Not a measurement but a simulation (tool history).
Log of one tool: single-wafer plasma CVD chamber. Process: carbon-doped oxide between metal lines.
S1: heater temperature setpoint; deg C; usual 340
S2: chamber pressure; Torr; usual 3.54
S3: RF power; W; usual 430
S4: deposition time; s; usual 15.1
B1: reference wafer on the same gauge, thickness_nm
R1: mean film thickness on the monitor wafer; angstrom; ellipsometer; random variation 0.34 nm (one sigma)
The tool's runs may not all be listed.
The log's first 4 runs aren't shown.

| run | hour | S1 | S2 | S3 | S4 | B1 | R1 |
|---|---|---|---|---|---|---|---|
| 5 | 102.2 | 340 | 3.54 | 430 | 15.1 | 65.651 | 674.77 |
|  | 123.2 | RF generator calibrated |
| 6 | 123.7 | 340 | 3.54 | 430 | 15.1 | 65.892 | 680.42 |
|  | 135 | showerhead replaced |
| 7 | 140.1 | 340 | 3.54 | 430 | 15.1 | 65.662 | 676.4 |
| 8 | 168.2 | 340 | 2.87 | 430 | 13.8 | 65.626 | 608.03 |
| 9 | 188.5 | 340 | 3.54 | 430 | 16.2 | 65.657 | 726.98 |
|  | 222.7 | capacitance manometer re-zeroed and calibrated |
| 10 | 223.2 | 340 | 3.54 | 430 | 16.2 | 65.777 | 727.24 |
| 11 | 240 | 340 | 3.54 | 430 | 15.1 | 65.735 | 673.52 |
| 12 | 270.1 | 336 | 3.77 | 465 | 12.3 | 65.735 | 598.38 |
| 13 | 296.8 | 340 | 2.91 | 430 | 16.1 | 65.62 | 711.32 |
| 14 | 310.3 | 340 | 3.54 | 430 | 15.1 | 65.757 | 678.92 |
| 15 | 334.9 | 340 | 3.54 | 430 | 15.1 | 65.589 | 670.09 |
| 16 | 355.6 | 354 | 4.29 | 405 | 15.1 | 65.756 | 635.28 |
| 17 | 382.2 | 340 | 3.54 | 430 | 13.2 | 65.774 | 592.36 |
| 18 | 395.1 | 355 | 3.15 | 360 | 13.8 | 65.566 | 502.68 |
| 19 | 421.1 | 326 | 3.54 | 370 | 13 | 65.619 | 538.24 |
|  | 440.6 | thermocouple changed; heater temperature recalibrated |
| 20 | 456.8 | 340 | 3.54 | 430 | 15.1 | 65.716 | 681.9 |
| 21 | 480.3 | 326 | 3.54 | 430 | 17.5 | 65.625 | 816.04 |
| 22 | 507.7 | 340 | 3.54 | 430 | 15.1 | 65.752 | 680.89 |
| 23 | 535.2 | 340 | 3.54 | 430 | 15.1 | 65.709 | 682.52 |
|  | 556.8 | gauge calibrated |
| 24 | 567.7 | 352 | 3.54 | 375 | 12.2 | 65.631 | 474.35 |
| 25 | 588.1 | 354 | 3.54 | 515 | 15.1 | 65.781 | 751 |

The next listed run, before its measurement:
| 26 | 602.6 | 330 | 3.54 | 430 | 15.1 | ? | ? |

Run 26 gave B1 65.68, R1 702.68 angstrom.
Without the tool's hidden state the same run would have given R1 702.68 angstrom.
